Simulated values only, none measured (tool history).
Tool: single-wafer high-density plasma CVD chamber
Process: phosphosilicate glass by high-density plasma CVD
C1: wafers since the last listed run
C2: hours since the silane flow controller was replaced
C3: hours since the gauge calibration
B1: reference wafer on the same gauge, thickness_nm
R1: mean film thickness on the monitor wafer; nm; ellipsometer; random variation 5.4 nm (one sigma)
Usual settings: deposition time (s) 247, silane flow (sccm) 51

{"run": 1, "day": 0.0, "deposition time (s)": 247, "silane flow (sccm)": 51, "C1": 0, "C2": 834.6, "C3": 161.8, "B1": 1128.864, "R1": 1345.663}
{"run": 2, "day": 2.7, "deposition time (s)": 247, "silane flow (sccm)": 51, "C1": 463, "C2": 899.4, "C3": 226.6, "B1": 1129.826, "R1": 1337.902}
{"run": 3, "day": 5.688, "deposition time (s)": 247, "silane flow (sccm)": 51, "C1": 512, "C2": 971.1, "C3": 298.3, "B1": 1128.652, "R1": 1350.635}
{"run": 4, "day": 7.862, "deposition time (s)": 247, "silane flow (sccm)": 51, "C1": 373, "C2": 1023.3, "C3": 350.5, "B1": 1130.663, "R1": 1338.55}
{"run": 5, "day": 10.371, "deposition time (s)": 247, "silane flow (sccm)": 51, "C1": 430, "C2": 1083.5, "C3": 410.7, "B1": 1129.511, "R1": 1339.517}
{"run": 6, "day": 13.2, "deposition time (s)": 247, "silane flow (sccm)": 51, "C1": 485, "C2": 1151.4, "C3": 478.6, "B1": 1129.626, "R1": 1329.438}
{"run": 7, "day": 15.779, "deposition time (s)": 247, "silane flow (sccm)": 51, "C1": 442, "C2": 1213.3, "C3": 540.5, "B1": 1130.702, "R1": 1328.817}
{"run": 8, "day": 18.567, "deposition time (s)": 247, "silane flow (sccm)": 51, "C1": 478, "C2": 1280.2, "C3": 607.4, "B1": 1131.618, "R1": 1332.823}
{"run": 9, "day": 21.296, "deposition time (s)": 247, "silane flow (sccm)": 51, "C1": 468, "C2": 1345.7, "C3": 672.9, "B1": 1128.234, "R1": 1336.527}
{"run": 10, "day": 24.204, "deposition time (s)": 247, "silane flow (sccm)": 51, "C1": 499, "C2": 1415.5, "C3": 742.7, "B1": 1129.977, "R1": 1323.993}
{"run": 11, "day": 25.871, "deposition time (s)": 247, "silane flow (sccm)": 51, "C1": 285, "C2": 1455.5, "C3": 782.7, "B1": 1130.868, "R1": 1332.283}
{"run": 12, "day": 26.975, "deposition time (s)": 247, "silane flow (sccm)": 51, "C1": 189, "C2": 1482, "C3": 809.2, "B1": 1129.702, "R1": 1329.123}
{"run": 13, "day": 28.612, "deposition time (s)": 247, "silane flow (sccm)": 51, "C1": 280, "C2": 1521.3, "C3": 848.5, "B1": 1128.747, "R1": 1327.034}
{"day": 28.829, "done": "gauge calibrated"}
{"run": 14, "day": 30.892, "deposition time (s)": 247, "silane flow (sccm)": 51, "C1": 391, "C2": 1576, "C3": 49.5, "B1": 1129.13, "R1": 1338.302}
{"run": 15, "day": 32.942, "deposition time (s)": 247, "silane flow (sccm)": 51, "C1": 351, "C2": 1625.2, "C3": 98.7, "B1": 1130.234, "R1": 1325.254}
{"run": 16, "day": 35.388, "deposition time (s)": 247, "silane flow (sccm)": 51, "C1": 419, "C2": 1683.9, "C3": 157.4, "B1": 1128.978, "R1": 1328.394}
{"run": 17, "day": 37.742, "deposition time (s)": 272, "silane flow (sccm)": 51, "C1": 403, "C2": 1740.4, "C3": 213.9, "B1": 1130.609, "R1": 1460.844}
{"run": 18, "day": 39.921, "deposition time (s)": 247, "silane flow (sccm)": 42, "C1": 373, "C2": 1792.7, "C3": 266.2, "B1": 1128.496, "R1": 1116.675}
{"run": 19, "day": 42.121, "deposition time (s)": 211, "silane flow (sccm)": 48, "C1": 377, "C2": 1845.5, "C3": 319, "B1": 1131.553, "R1": 1079.933}
{"day": 43.267, "done": "silane flow controller replaced"}
{"run": 20, "day": 43.625, "deposition time (s)": 209, "silane flow (sccm)": 46, "C1": 200, "C2": 8.6, "C3": 355.1, "B1": 1127.766, "R1": 1081.234}
{"run": 21, "day": 44.812, "deposition time (s)": 247, "silane flow (sccm)": 51, "C1": 203, "C2": 37.1, "C3": 383.6, "B1": 1128.305, "R1": 1396.688}
{"run": 22, "day": 46.538, "deposition time (s)": 294, "silane flow (sccm)": 57, "C1": 295, "C2": 78.5, "C3": 425, "B1": 1128.659, "R1": 1840.161}
{"run": 23, "day": 48.904, "deposition time (s)": 215, "silane flow (sccm)": 47, "C1": 406, "C2": 135.3, "C3": 481.8, "B1": 1131.042, "R1": 1124.877}
{"run": 24, "day": 51.862, "deposition time (s)": 233, "silane flow (sccm)": 43, "C1": 507, "C2": 206.3, "C3": 552.8, "B1": 1129.795, "R1": 1122.691}
{"run": 25, "day": 54.612, "deposition time (s)": 281, "silane flow (sccm)": 51, "C1": 471, "C2": 272.3, "C3": 618.8, "B1": 1129.252, "R1": 1556.181}
{"run": 26, "day": 55.712, "deposition time (s)": 247, "silane flow (sccm)": 51, "C1": 188, "C2": 298.7, "C3": 645.2, "B1": 1129.765, "R1": 1370.093}
{"run": 27, "day": 56.738, "deposition time (s)": 275, "silane flow (sccm)": 55, "C1": 175, "C2": 323.3, "C3": 669.8, "B1": 1128.822, "R1": 1638.354}

5 ways to go on from here, each from the tool as it stands after run 27. What would each give?
{"run": "A", "day": 56.758, "deposition time (s)": 247, "silane flow (sccm)": 61, "C1": 3, "C2": 323.8, "C3": 670.3, "B1": "?", "R1": "?"}
{"run": "B", "day": 56.758, "deposition time (s)": 223, "silane flow (sccm)": 56, "C1": 3, "C2": 323.8, "C3": 670.3, "B1": "?", "R1": "?"}
{"run": "C", "day": 56.758, "deposition time (s)": 247, "silane flow (sccm)": 48, "C1": 3, "C2": 323.8, "C3": 670.3, "B1": "?", "R1": "?"}
{"run": "D", "day": 56.758, "deposition time (s)": 234, "silane flow (sccm)": 45, "C1": 3, "C2": 323.8, "C3": 670.3, "B1": "?", "R1": "?"}
{"run": "E", "day": 56.758, "deposition time (s)": 229, "silane flow (sccm)": 55, "C1": 3, "C2": 323.8, "C3": 670.3, "B1": "?", "R1": "?"}

run=A B1=1129.788 R1=1610.257
run=B B1=1129.788 R1=1345.734
run=C B1=1129.788 R1=1299.061
run=D B1=1129.788 R1=1162.655
run=E B1=1129.788 R1=1359.749
Without the tool's hidden state the same runs would have given:
run=A R1=1631.229
run=B R1=1363.261
run=C R1=1315.98
run=D R1=1177.797
run=E R1=1377.458
